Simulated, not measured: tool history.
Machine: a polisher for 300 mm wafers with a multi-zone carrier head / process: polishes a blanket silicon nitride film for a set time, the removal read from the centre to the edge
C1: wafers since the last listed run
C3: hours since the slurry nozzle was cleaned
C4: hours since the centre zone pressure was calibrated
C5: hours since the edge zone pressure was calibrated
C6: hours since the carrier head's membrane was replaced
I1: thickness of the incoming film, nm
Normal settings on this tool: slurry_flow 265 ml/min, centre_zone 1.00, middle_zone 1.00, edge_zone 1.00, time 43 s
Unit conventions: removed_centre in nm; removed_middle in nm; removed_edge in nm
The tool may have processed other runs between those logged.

{"run": 1, "day": 0.0, "slurry_flow": 265, "centre_zone": 1.0, "middle_zone": 1.0, "edge_zone": 1.0, "time": 43, "C1": 0, "wafers polished on this pad": 1327, "C3": 280.9, "C4": 566.5, "C5": 530.6, "C6": 390.1, "I1": 531.5, "removed_centre": 63.6, "removed_middle": 62.6, "removed_edge": 63.6}
{"day": 1.988, "done": "worn pad replaced by a new one"}
{"run": 2, "day": 2.008, "slurry_flow": 265, "centre_zone": 1.0, "middle_zone": 1.0, "edge_zone": 1.0, "time": 43, "C1": 377, "wafers polished on this pad": 4, "C3": 329.1, "C4": 614.7, "C5": 578.8, "C6": 438.3, "I1": 531.5, "removed_centre": 63.6, "removed_middle": 62.3, "removed_edge": 64.6}
{"run": 3, "day": 3.029, "slurry_flow": 265, "centre_zone": 1.0, "middle_zone": 1.0, "edge_zone": 1.0, "time": 43, "C1": 209, "wafers polished on this pad": 213, "C3": 353.6, "C4": 639.2, "C5": 603.3, "C6": 462.8, "I1": 529.6, "removed_centre": 64.5, "removed_middle": 62.5, "removed_edge": 64.2}
{"run": 4, "day": 5.154, "slurry_flow": 265, "centre_zone": 1.0, "middle_zone": 1.0, "edge_zone": 1.0, "time": 43, "C1": 435, "wafers polished on this pad": 649, "C3": 404.6, "C4": 690.2, "C5": 654.3, "C6": 513.8, "I1": 529.6, "removed_centre": 63.1, "removed_middle": 62.6, "removed_edge": 64.2}
{"run": 5, "day": 8.142, "slurry_flow": 265, "centre_zone": 1.0, "middle_zone": 0.94, "edge_zone": 1.0, "time": 43, "C1": 612, "wafers polished on this pad": 1262, "C3": 476.3, "C4": 761.9, "C5": 726.0, "C6": 585.5, "I1": 526.2, "removed_centre": 64.1, "removed_middle": 59.0, "removed_edge": 64.1}
{"day": 8.933, "done": "slurry nozzle cleaned"}
{"run": 6, "day": 10.5, "slurry_flow": 265, "centre_zone": 1.0, "middle_zone": 0.94, "edge_zone": 1.0, "time": 43, "C1": 475, "wafers polished on this pad": 1737, "C3": 37.6, "C4": 818.5, "C5": 782.6, "C6": 642.1, "I1": 529.1, "removed_centre": 59.7, "removed_middle": 55.9, "removed_edge": 61.0}
{"day": 12.45, "done": "worn pad replaced by a new one"}
{"run": 7, "day": 13.129, "slurry_flow": 265, "centre_zone": 1.0, "middle_zone": 0.94, "edge_zone": 1.0, "time": 43, "C1": 504, "wafers polished on this pad": 139, "C3": 100.7, "C4": 881.6, "C5": 845.7, "C6": 705.2, "I1": 522.2, "removed_centre": 58.5, "removed_middle": 55.2, "removed_edge": 59.7}
{"run": 8, "day": 14.592, "slurry_flow": 265, "centre_zone": 1.0, "middle_zone": 1.0, "edge_zone": 1.0, "time": 43, "C1": 299, "wafers polished on this pad": 439, "C3": 135.8, "C4": 916.7, "C5": 880.8, "C6": 740.3, "I1": 523.5, "removed_centre": 58.0, "removed_middle": 57.3, "removed_edge": 60.3}
{"day": 16.333, "done": "slurry nozzle cleaned, repeated, since the last time left the tool worse"}
{"run": 9, "day": 17.058, "slurry_flow": 265, "centre_zone": 1.0, "middle_zone": 1.0, "edge_zone": 1.0, "time": 43, "C1": 497, "wafers polished on this pad": 936, "C3": 17.4, "C4": 975.9, "C5": 940.0, "C6": 799.5, "I1": 518.9, "removed_centre": 65.9, "removed_middle": 64.6, "removed_edge": 66.0}
{"day": 18.371, "done": "edge zone pressure recalibrated"}
{"run": 10, "day": 19.392, "slurry_flow": 265, "centre_zone": 1.0, "middle_zone": 1.0, "edge_zone": 1.0, "time": 43, "C1": 461, "wafers polished on this pad": 1398, "C3": 73.4, "C4": 1031.9, "C5": 24.5, "C6": 855.5, "I1": 521.7, "removed_centre": 65.2, "removed_middle": 63.1, "removed_edge": 65.5}
{"day": 21.129, "done": "worn pad replaced by a new one"}
{"run": 11, "day": 22.208, "slurry_flow": 265, "centre_zone": 0.9, "middle_zone": 1.09, "edge_zone": 1.04, "time": 29, "C1": 543, "wafers polished on this pad": 221, "C3": 141.0, "C4": 1099.5, "C5": 92.1, "C6": 923.1, "I1": 537.3, "removed_centre": 40.8, "removed_middle": 46.4, "removed_edge": 44.3}
{"run": 12, "day": 24.817, "slurry_flow": 265, "centre_zone": 1.0, "middle_zone": 0.94, "edge_zone": 1.0, "time": 43, "C1": 534, "wafers polished on this pad": 756, "C3": 203.6, "C4": 1162.1, "C5": 154.7, "C6": 985.7, "I1": 527.4, "removed_centre": 64.1, "removed_middle": 59.6, "removed_edge": 63.9}
{"run": 13, "day": 26.708, "slurry_flow": 265, "centre_zone": 0.89, "middle_zone": 0.94, "edge_zone": 0.9, "time": 43, "C1": 387, "wafers polished on this pad": 1144, "C3": 249.0, "C4": 1207.5, "C5": 200.1, "C6": 1031.1, "I1": 529.4, "removed_centre": 59.5, "removed_middle": 59.7, "removed_edge": 61.3}
{"day": 29.679, "done": "worn pad replaced by a new one"}
{"run": 14, "day": 29.7, "slurry_flow": 265, "centre_zone": 1.0, "middle_zone": 1.0, "edge_zone": 0.92, "time": 43, "C1": 579, "wafers polished on this pad": 4, "C3": 320.8, "C4": 1279.3, "C5": 271.9, "C6": 1102.9, "I1": 523.0, "removed_centre": 63.8, "removed_middle": 62.9, "removed_edge": 60.9}
{"day": 31.596, "done": "carrier head's membrane replaced by a new one"}
{"run": 15, "day": 31.942, "slurry_flow": 265, "centre_zone": 1.0, "middle_zone": 1.0, "edge_zone": 1.0, "time": 32, "C1": 416, "wafers polished on this pad": 421, "C3": 374.6, "C4": 1333.1, "C5": 325.7, "C6": 8.3, "I1": 532.6, "removed_centre": 47.3, "removed_middle": 46.2, "removed_edge": 47.3}
{"day": 34.479, "done": "centre zone pressure recalibrated"}
{"run": 16, "day": 34.746, "slurry_flow": 265, "centre_zone": 0.95, "middle_zone": 1.04, "edge_zone": 1.0, "time": 43, "C1": 557, "wafers polished on this pad": 979, "C3": 441.9, "C4": 6.4, "C5": 393.0, "C6": 75.6, "I1": 533.7, "removed_centre": 61.8, "removed_middle": 64.1, "removed_edge": 63.9}
{"day": 37.079, "done": "slurry nozzle cleaned"}
{"run": 17, "day": 37.454, "slurry_flow": 290, "centre_zone": 0.96, "middle_zone": 1.11, "edge_zone": 1.04, "time": 43, "C1": 546, "wafers polished on this pad": 1525, "C3": 9.0, "C4": 71.4, "C5": 458.0, "C6": 140.6, "I1": 534.6, "removed_centre": 65.6, "removed_middle": 72.4, "removed_edge": 66.8}
{"day": 38.8, "done": "worn pad replaced by a new one"}
{"run": 18, "day": 39.988, "slurry_flow": 265, "centre_zone": 1.0, "middle_zone": 1.0, "edge_zone": 1.0, "time": 48, "C1": 485, "wafers polished on this pad": 243, "C3": 69.8, "C4": 132.2, "C5": 518.8, "C6": 201.4, "I1": 530.8, "removed_centre": 72.3, "removed_middle": 71.8, "removed_edge": 71.1}
{"run": 19, "day": 42.029, "slurry_flow": 325, "centre_zone": 1.06, "middle_zone": 0.92, "edge_zone": 1.0, "time": 43, "C1": 418, "wafers polished on this pad": 662, "C3": 118.8, "C4": 181.2, "C5": 567.8, "C6": 250.4, "I1": 532.0, "removed_centre": 69.1, "removed_middle": 61.1, "removed_edge": 67.3}
{"run": 20, "day": 44.862, "slurry_flow": 265, "centre_zone": 1.0, "middle_zone": 1.0, "edge_zone": 1.0, "time": 43, "C1": 581, "wafers polished on this pad": 1243, "C3": 186.8, "C4": 249.2, "C5": 635.8, "C6": 318.4, "I1": 521.9, "removed_centre": 63.6, "removed_middle": 63.5, "removed_edge": 64.1}
{"run": 21, "day": 46.146, "slurry_flow": 265, "centre_zone": 1.0, "middle_zone": 1.0, "edge_zone": 1.0, "time": 43, "C1": 263, "wafers polished on this pad": 1506, "C3": 217.6, "C4": 280.0, "C5": 666.6, "C6": 349.2, "I1": 538.9, "removed_centre": 64.8, "removed_middle": 62.6, "removed_edge": 64.5}

Below are 4 alternative next runs, each starting from the tool's condition after run 21. Predict each:
{"run": "A", "day": 46.162, "slurry_flow": 265, "centre_zone": 1.0, "middle_zone": 1.06, "edge_zone": 1.0, "time": 43, "C1": 3, "wafers polished on this pad": 1510, "C3": 218.0, "C4": 280.4, "C5": 667.0, "C6": 349.6, "I1": 525.7, "removed_centre": "?", "removed_middle": "?", "removed_edge": "?"}
{"run": "B", "day": 46.162, "slurry_flow": 265, "centre_zone": 1.0, "middle_zone": 1.0, "edge_zone": 1.0, "time": 34, "C1": 3, "wafers polished on this pad": 1510, "C3": 218.0, "C4": 280.4, "C5": 667.0, "C6": 349.6, "I1": 525.7, "removed_centre": "?", "removed_middle": "?", "removed_edge": "?"}
{"run": "C", "day": 46.162, "slurry_flow": 175, "centre_zone": 1.07, "middle_zone": 0.92, "edge_zone": 1.0, "time": 33, "C1": 3, "wafers polished on this pad": 1510, "C3": 218.0, "C4": 280.4, "C5": 667.0, "C6": 349.6, "I1": 525.7, "removed_centre": "?", "removed_middle": "?", "removed_edge": "?"}
{"run": "D", "day": 46.162, "slurry_flow": 265, "centre_zone": 0.93, "middle_zone": 1.0, "edge_zone": 1.1, "time": 33, "C1": 3, "wafers polished on this pad": 1510, "C3": 218.0, "C4": 280.4, "C5": 667.0, "C6": 349.6, "I1": 525.7, "removed_centre": "?", "removed_middle": "?", "removed_edge": "?"}

run=A removed_centre=64.4 removed_middle=66.3 removed_edge=64.6
run=B removed_centre=50.9 removed_middle=49.9 removed_edge=51.1
run=C removed_centre=47.2 removed_middle=41.7 removed_edge=46.9
run=D removed_centre=47.1 removed_middle=48.5 removed_edge=51.6
Without the tool's unlogged condition, the same runs would have read:
run=A removed_centre=66.3 removed_middle=68.1 removed_edge=65.9
run=B removed_centre=52.4 removed_middle=51.3 removed_edge=52.2
run=C removed_centre=49.5 removed_middle=43.5 removed_edge=48.3
run=D removed_centre=48.5 removed_middle=49.8 removed_edge=52.7
